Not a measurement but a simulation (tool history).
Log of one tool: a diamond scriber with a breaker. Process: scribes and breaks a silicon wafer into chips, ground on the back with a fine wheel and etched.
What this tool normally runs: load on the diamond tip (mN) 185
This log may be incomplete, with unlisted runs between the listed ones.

run      day  load on the diamond tip (mN)  wafers since the last listed run  hours since the diamond tip was replaced  hours since the load on the tip was calibrated  incoming depth of the damage left on the back of the incoming wafer, um  depth of the median crack under the scribed line (um)  chips rejected at inspection after the break (%)
  1        0                           185                                 0                                     487.7                                           843.8                                                                     0.35                                                   8.47                                              4.37
         2.6  -- diamond tip replaced by a new one
  2    4.112                           185                               461                                      36.3                                           942.5                                                                     0.38                                                   8.58                                              5.12
  3    7.121                           185                               344                                     108.5                                          1014.7                                                                     0.33                                                   8.43                                              5.19
  4   11.267                           185                               474                                       208                                          1114.2                                                                     0.75                                                   8.26                                              5.45
      12.025  -- load on the tip recalibrated
  5    13.05                           185                               194                                     250.8                                            24.6                                                                     0.38                                                   7.71                                              1.64
  6     16.1                           216                               349                                       324                                            97.8                                                                     0.55                                                   9.07                                              9.17
  7   18.488                           216                               273                                     381.3                                           155.1                                                                     0.36                                                   9.16                                              9.06
  8   21.892                           185                               389                                       463                                           236.8                                                                     0.78                                                   8.15                                              2.48
  9   24.567                           185                               306                                     527.2                                             301                                                                     0.75                                                    8.1                                               2.9
 10   28.283                           185                               425                                     616.4                                           390.2                                                                     0.34                                                   8.34                                              3.65
      29.212  -- diamond tip replaced by a new one, of another model than before
 11    32.15                           202                               433                                      70.5                                             483                                                                     0.66                                                  10.18                                             20.12
 12   34.708                           202                               292                                     131.9                                           544.4                                                                      0.6                                                   10.4                                             21.75
 13   37.883                           185                               363                                     208.1                                           620.6                                                                     0.43                                                   9.09                                              9.38
 14   41.779                           158                               446                                     301.6                                           714.1                                                                     0.76                                                   6.76                                              3.42
 15   43.608                           212                               209                                     345.5                                             758                                                                     0.58                                                   11.6                                             30.96
 16   46.425                           238                               322                                     413.1                                           825.6                                                                     0.57                                                  13.23                                             54.33
 17    50.85                           140                               506                                     519.3                                           931.8                                                                     0.62                                                   4.89                                             25.12
 18   54.362                           185                               402                                     603.6                                          1016.1                                                                     0.33                                                   9.58                                             11.58
      55.167  -- diamond tip replaced by a new one
 19    56.05                           205                               183                                      21.2                                          1056.6                                                                     0.35                                                  10.78                                             30.93
 20   60.425                           137                               500                                     126.2                                          1161.6                                                                     0.44                                                   4.81                                             37.13
      62.188  -- load on the tip recalibrated
 21   73.612                           143                              1500                                     442.7                                           274.2                                                                     0.56                                                   4.86                                             31.33
      76.329  -- diamond tip replaced by a new one
 22   81.958                           185                               946                                     135.1                                           474.5                                                                     0.78                                                   8.65                                              6.37
 23   86.404                           231                               509                                     241.8                                           581.2                                                                     0.63                                                   12.4                                             39.31
 24   88.638                           185                               255                                     295.4                                           634.8                                                                     0.55                                                   9.02                                              7.18
 25    92.85                           215                               482                                     396.5                                           735.9                                                                     0.45                                                  11.47                                             31.69
 26   95.062                           185                               253                                     449.6                                             789                                                                     0.34                                                   9.33                                              8.08
 27   98.758                           160                               423                                     538.3                                           877.7                                                                     0.64                                                   6.97                                              2.42
      100.85  -- diamond tip replaced by a new one
 28  100.912                           212                               237                                       1.5                                           929.4                                                                     0.61                                                  11.18                                             25.78

Predict each of these 4 candidate next runs independently; none follows another, all start after run 28:
  A  100.938                           185                                 2                                       2.1                                             930                                                                     0.45                                                      ?                                                 ?
  B  100.938                           237                                 2                                       2.1                                             930                                                                     0.45                                                      ?                                                 ?
  C  100.938                           165                                 2                                       2.1                                             930                                                                     0.45                                                      ?                                                 ?
  D  100.938                           217                                 2                                       2.1                                             930                                                                     0.45                                                      ?                                                 ?

run  depth of the median crack under the scribed line (um)  chips rejected at inspection after the break (%)
  A                                                   9.11                                             10.09
  B                                                  13.03                                             48.68
  C                                                   7.37                                              1.63
  D                                                  11.61                                             34.78
Stripped of hidden state, with their random variation kept, the same runs would have yielded:
run  depth of the median crack under the scribed line (um)  chips rejected at inspection after the break (%)
  A                                                   7.36                                              1.63
  B                                                  10.52                                             23.58
  C                                                   5.95                                             10.01
  D                                                   9.37                                             12.31

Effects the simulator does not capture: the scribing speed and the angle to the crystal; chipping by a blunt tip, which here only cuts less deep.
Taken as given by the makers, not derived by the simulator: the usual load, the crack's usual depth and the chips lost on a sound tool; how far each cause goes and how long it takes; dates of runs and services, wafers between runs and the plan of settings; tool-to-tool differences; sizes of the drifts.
